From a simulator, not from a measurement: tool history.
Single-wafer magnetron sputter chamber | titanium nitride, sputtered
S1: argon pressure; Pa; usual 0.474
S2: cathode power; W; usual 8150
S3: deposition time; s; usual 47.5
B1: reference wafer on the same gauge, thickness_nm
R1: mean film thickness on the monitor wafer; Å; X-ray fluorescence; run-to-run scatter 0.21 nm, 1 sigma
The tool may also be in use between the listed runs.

run,day,S1,S2,S3,B1,R1
1,0.000,0.474,8150,50.2,76.984,754.93
2,2.912,0.474,8150,50.2,76.890,753.78
3,5.288,0.474,8150,50.2,76.915,749.37
4,6.617,0.474,8150,47.5,76.919,710.45
5,7.750,0.474,8150,47.5,76.986,711.35
6,9.425,0.474,8150,47.5,76.950,708.12
7,11.438,0.474,8150,47.5,76.828,706.65
8,14.225,0.474,8150,47.5,76.852,706.59
9,16.342,0.474,8150,47.5,76.835,705.58
# day 17.671: sputter target and shields replaced
10,17.692,0.474,8150,47.5,76.916,717.38
11,20.433,0.474,8150,47.5,76.925,713.64
12,21.679,0.474,8150,47.5,76.801,716.34
13,22.758,0.474,8150,47.5,76.908,713.86
14,25.429,0.594,8150,47.5,76.830,687.53
15,30.983,0.474,7500,47.5,76.934,652.70
# day 31.192: gauge calibrated
# day 32.829: magnet pack replaced
16,33.975,0.286,6700,54.6,77.005,699.12
17,36.808,0.590,6300,56.7,76.841,633.02
18,39.104,0.290,9050,39.6,77.011,684.14
# day 40.912: sputter target and shields replaced
19,45.954,0.474,8150,47.5,76.958,718.96
20,47.862,0.288,9850,53.1,77.043,1008.34
21,49.738,0.474,8150,47.5,76.938,711.99
22,51.167,0.474,8150,47.5,76.747,711.43
# day 52.642: capacitance manometer re-zeroed and calibrated
23,53.521,0.651,9300,39.7,76.747,652.30
24,59.725,0.474,8150,47.5,76.867,707.69
# day 62.862: sputter target and shields replaced
25,62.883,0.536,8150,56.7,76.917,842.76
26,64.433,0.535,8150,47.5,76.778,706.32
27,67.346,0.474,7100,47.5,76.830,618.90
28,69.767,0.289,10150,51.4,76.875,1006.18
29,71.529,0.306,9850,55.1,76.859,1042.72
30,74.404,0.416,8150,57.0,76.920,866.17
31,76.625,0.302,8150,47.5,76.964,737.28
32,77.708,0.474,8150,50.2,76.940,752.50
33,80.162,0.414,6750,55.9,76.823,699.29
34,81.354,0.386,8150,41.4,76.940,630.44
35,82.808,0.474,8150,47.5,76.885,709.49
# day 84.271: sputter target and shields replaced
36,85.467,0.285,8800,55.8,76.891,945.65

Hidden state, per run?
true argon pressure above the setpoint (%): 0 at every run
gauge reads high (%): 0 at every run
H1: deposition rate above that of a new target (%)
run,H1
1,-0.545
2,-0.73
3,-0.88
4,-0.965
5,-1.04
6,-1.14
7,-1.27
8,-1.45
9,-1.58
10,-0.0301
11,-0.204
12,-0.283
13,-0.352
14,-0.521
15,-0.873
16,-1.06
17,-1.24
18,-1.39
19,-0.333
20,-0.455
21,-0.573
22,-0.664
23,-0.814
24,-1.21
25,-0.0999
26,-0.198
27,-0.383
28,-0.537
29,-0.649
30,-0.831
31,-0.972
32,-1.04
33,-1.2
34,-1.27
35,-1.36
36,-0.11

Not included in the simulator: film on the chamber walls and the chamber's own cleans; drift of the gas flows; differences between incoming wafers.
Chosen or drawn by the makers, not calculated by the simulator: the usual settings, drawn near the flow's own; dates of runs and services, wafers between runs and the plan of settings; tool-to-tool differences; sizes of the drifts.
